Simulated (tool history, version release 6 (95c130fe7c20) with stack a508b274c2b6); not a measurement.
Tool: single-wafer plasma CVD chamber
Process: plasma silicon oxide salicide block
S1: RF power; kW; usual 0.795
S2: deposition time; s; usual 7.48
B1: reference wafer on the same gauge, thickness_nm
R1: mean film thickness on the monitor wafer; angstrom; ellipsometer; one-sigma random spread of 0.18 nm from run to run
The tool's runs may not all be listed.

run,day,S1,S2,B1,R1
1,0.000,0.795,7.48,83.848,753.70
2,2.933,0.795,7.48,83.847,747.34
3,5.925,0.795,7.48,83.776,747.31
4,14.883,0.795,7.48,83.819,748.34
5,17.417,0.795,7.48,83.791,750.12
6,19.912,0.795,7.48,83.828,747.19
7,21.029,0.795,7.48,83.769,747.37
# day 21.188: gauge calibrated
8,24.888,0.795,7.48,83.778,745.74
9,27.862,0.915,8.21,83.834,847.75
# day 30.042: showerhead replaced
10,30.500,0.915,8.21,83.770,845.29
11,31.888,0.795,7.48,83.795,749.05
12,34.829,0.795,7.48,83.756,746.03
13,36.292,0.885,6.68,83.821,680.48
14,37.938,0.795,8.23,83.777,820.34
15,40.271,0.795,7.48,83.757,749.85
# day 40.796: RF generator calibrated
16,41.729,0.725,7.04,83.777,697.15
17,44.400,0.655,8.24,83.796,802.47
18,46.642,0.795,6.24,83.818,630.22
19,47.779,0.890,7.48,83.819,776.18
20,50.067,0.850,8.47,83.794,867.48
21,52.700,0.755,7.48,83.820,745.33

Run 22 comes next. What will it give?
22,53.992,0.795,7.48,?,?

Run 22 yielded B1 83.810, R1 758.33 angstrom.
Take away the tool's hidden state, keep the run-to-run variation as it was, and the same run would have given R1 761.95 angstrom.
